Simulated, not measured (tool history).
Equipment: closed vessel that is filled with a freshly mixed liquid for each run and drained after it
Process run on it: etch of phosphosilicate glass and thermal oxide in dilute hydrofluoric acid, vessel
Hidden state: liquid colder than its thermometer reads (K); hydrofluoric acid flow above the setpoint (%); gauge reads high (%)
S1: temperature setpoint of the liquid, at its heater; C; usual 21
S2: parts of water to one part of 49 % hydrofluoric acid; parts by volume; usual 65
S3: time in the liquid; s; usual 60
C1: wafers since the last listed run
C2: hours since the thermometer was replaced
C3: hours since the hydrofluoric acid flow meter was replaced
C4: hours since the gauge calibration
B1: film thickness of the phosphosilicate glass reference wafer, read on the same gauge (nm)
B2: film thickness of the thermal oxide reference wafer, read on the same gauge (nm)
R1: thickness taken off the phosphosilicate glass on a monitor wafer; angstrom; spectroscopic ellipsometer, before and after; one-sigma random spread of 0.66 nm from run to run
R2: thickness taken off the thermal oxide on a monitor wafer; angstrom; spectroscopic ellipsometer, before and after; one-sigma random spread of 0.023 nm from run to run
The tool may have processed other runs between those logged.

{"run": 1, "hour": 0.0, "S1": 21, "S2": 65, "S3": 60, "C1": 0, "C2": 1411.8, "C3": 906.4, "C4": 880.5, "B1": 70, "B2": 80.007, "R1": 1055.3, "R2": 41.93}
{"run": 2, "hour": 36.4, "S1": 21, "S2": 65, "S3": 60, "C1": 2963, "C2": 1448.2, "C3": 942.8, "C4": 916.9, "B1": 70, "B2": 80.01, "R1": 1052.7, "R2": 42.1}
{"run": 3, "hour": 104.5, "S1": 21, "S2": 65, "S3": 80, "C1": 5543, "C2": 1516.3, "C3": 1010.9, "C4": 985, "B1": 70.01, "B2": 79.996, "R1": 1406.1, "R2": 56.12}
{"run": 4, "hour": 257.2, "S1": 25, "S2": 90, "S3": 30, "C1": 12431, "C2": 1669, "C3": 1163.6, "C4": 1137.7, "B1": 70, "B2": 79.987, "R1": 437, "R2": 17.4}
{"run": 5, "hour": 284.8, "S1": 17.5, "S2": 95, "S3": 60, "C1": 2246, "C2": 1696.6, "C3": 1191.2, "C4": 1165.3, "B1": 70.01, "B2": 79.982, "R1": 603.5, "R2": 24.29}
{"run": 6, "hour": 332.1, "S1": 18, "S2": 65, "S3": 40, "C1": 3850, "C2": 1743.9, "C3": 1238.5, "C4": 1212.6, "B1": 70, "B2": 79.999, "R1": 615, "R2": 24.59}
{"hour": 343.0, "done": "hydrofluoric acid flow meter replaced"}
{"run": 7, "hour": 367.8, "S1": 24.5, "S2": 75, "S3": 45, "C1": 2824, "C2": 1779.6, "C3": 24.8, "C4": 1248.3, "B1": 70, "B2": 79.998, "R1": 793.1, "R2": 30.9}
{"run": 8, "hour": 426.2, "S1": 23, "S2": 65, "S3": 80, "C1": 4754, "C2": 1838, "C3": 83.2, "C4": 1306.7, "B1": 70.02, "B2": 79.997, "R1": 1542.5, "R2": 60.76}
{"run": 9, "hour": 465.0, "S1": 21, "S2": 65, "S3": 60, "C1": 3158, "C2": 1876.8, "C3": 122, "C4": 1345.5, "B1": 70.03, "B2": 80.002, "R1": 1051, "R2": 42}
{"run": 10, "hour": 503.6, "S1": 21, "S2": 75, "S3": 80, "C1": 3142, "C2": 1915.4, "C3": 160.6, "C4": 1384.1, "B1": 69.99, "B2": 80.004, "R1": 1199.6, "R2": 48}
{"run": 11, "hour": 709.1, "S1": 24.5, "S2": 75, "S3": 45, "C1": 16729, "C2": 2120.9, "C3": 366.1, "C4": 1589.6, "B1": 70.01, "B2": 80.005, "R1": 785.8, "R2": 31.14}
{"run": 12, "hour": 749.2, "S1": 26, "S2": 65, "S3": 60, "C1": 3264, "C2": 2161, "C3": 406.2, "C4": 1629.7, "B1": 70, "B2": 79.989, "R1": 1302.5, "R2": 51.33}
{"run": 13, "hour": 813.1, "S1": 21, "S2": 65, "S3": 80, "C1": 5202, "C2": 2224.9, "C3": 470.1, "C4": 1693.6, "B1": 70, "B2": 79.992, "R1": 1412.5, "R2": 55.97}
{"hour": 839.1, "done": "gauge calibrated"}
{"run": 14, "hour": 863.8, "S1": 21, "S2": 65, "S3": 60, "C1": 4127, "C2": 2275.6, "C3": 520.8, "C4": 24.7, "B1": 70, "B2": 79.993, "R1": 1055.1, "R2": 42.5}
{"hour": 875.9, "done": "thermometer replaced"}
{"run": 15, "hour": 912.3, "S1": 17.5, "S2": 80, "S3": 45, "C1": 3866, "C2": 36.4, "C3": 569.3, "C4": 73.2, "B1": 69.99, "B2": 80.004, "R1": 546.7, "R2": 21.97}
{"run": 16, "hour": 983.3, "S1": 21, "S2": 65, "S3": 60, "C1": 5780, "C2": 107.4, "C3": 640.3, "C4": 144.2, "B1": 69.99, "B2": 79.997, "R1": 1057.5, "R2": 41.91}
{"run": 17, "hour": 1046.5, "S1": 21, "S2": 65, "S3": 60, "C1": 5145, "C2": 170.6, "C3": 703.5, "C4": 207.4, "B1": 69.99, "B2": 79.979, "R1": 1052.4, "R2": 41.68}
{"run": 18, "hour": 1091.3, "S1": 21, "S2": 55, "S3": 60, "C1": 3647, "C2": 215.4, "C3": 748.3, "C4": 252.2, "B1": 70, "B2": 80.003, "R1": 1258.6, "R2": 50.41}
{"run": 19, "hour": 1133.3, "S1": 19, "S2": 65, "S3": 60, "C1": 3419, "C2": 257.4, "C3": 790.3, "C4": 294.2, "B1": 70, "B2": 79.996, "R1": 967.3, "R2": 38.44}
{"run": 20, "hour": 1171.7, "S1": 17, "S2": 65, "S3": 75, "C1": 3126, "C2": 295.8, "C3": 828.7, "C4": 332.6, "B1": 70, "B2": 80.001, "R1": 1119.3, "R2": 44.22}
{"run": 21, "hour": 1240.8, "S1": 21, "S2": 65, "S3": 60, "C1": 5625, "C2": 364.9, "C3": 897.8, "C4": 401.7, "B1": 70, "B2": 80.018, "R1": 1054.6, "R2": 41.56}
{"run": 22, "hour": 1304.5, "S1": 21, "S2": 65, "S3": 60, "C1": 5185, "C2": 428.6, "C3": 961.5, "C4": 465.4, "B1": 70.01, "B2": 80.006, "R1": 1058.7, "R2": 41.78}
{"run": 23, "hour": 1351.2, "S1": 17, "S2": 85, "S3": 70, "C1": 3801, "C2": 475.3, "C3": 1008.2, "C4": 512.1, "B1": 70.01, "B2": 80.001, "R1": 779.7, "R2": 31.02}
{"run": 24, "hour": 1377.8, "S1": 21, "S2": 65, "S3": 60, "C1": 2165, "C2": 501.9, "C3": 1034.8, "C4": 538.7, "B1": 70.01, "B2": 80.006, "R1": 1054.5, "R2": 41.96}
{"run": 25, "hour": 1447.6, "S1": 26, "S2": 40, "S3": 90, "C1": 5682, "C2": 571.7, "C3": 1104.6, "C4": 608.5, "B1": 70, "B2": 79.993, "R1": 3273.8, "R2": 130.27}
{"run": 26, "hour": 1501.8, "S1": 17, "S2": 65, "S3": 60, "C1": 4412, "C2": 625.9, "C3": 1158.8, "C4": 662.7, "B1": 69.98, "B2": 79.994, "R1": 895.5, "R2": 35.37}

For each run, what was the tool's unlogged condition?
liquid colder than its thermometer reads (K): 0 at every run
hydrofluoric acid flow above the setpoint (%): 0 at every run
gauge reads high (%): 0 at every run
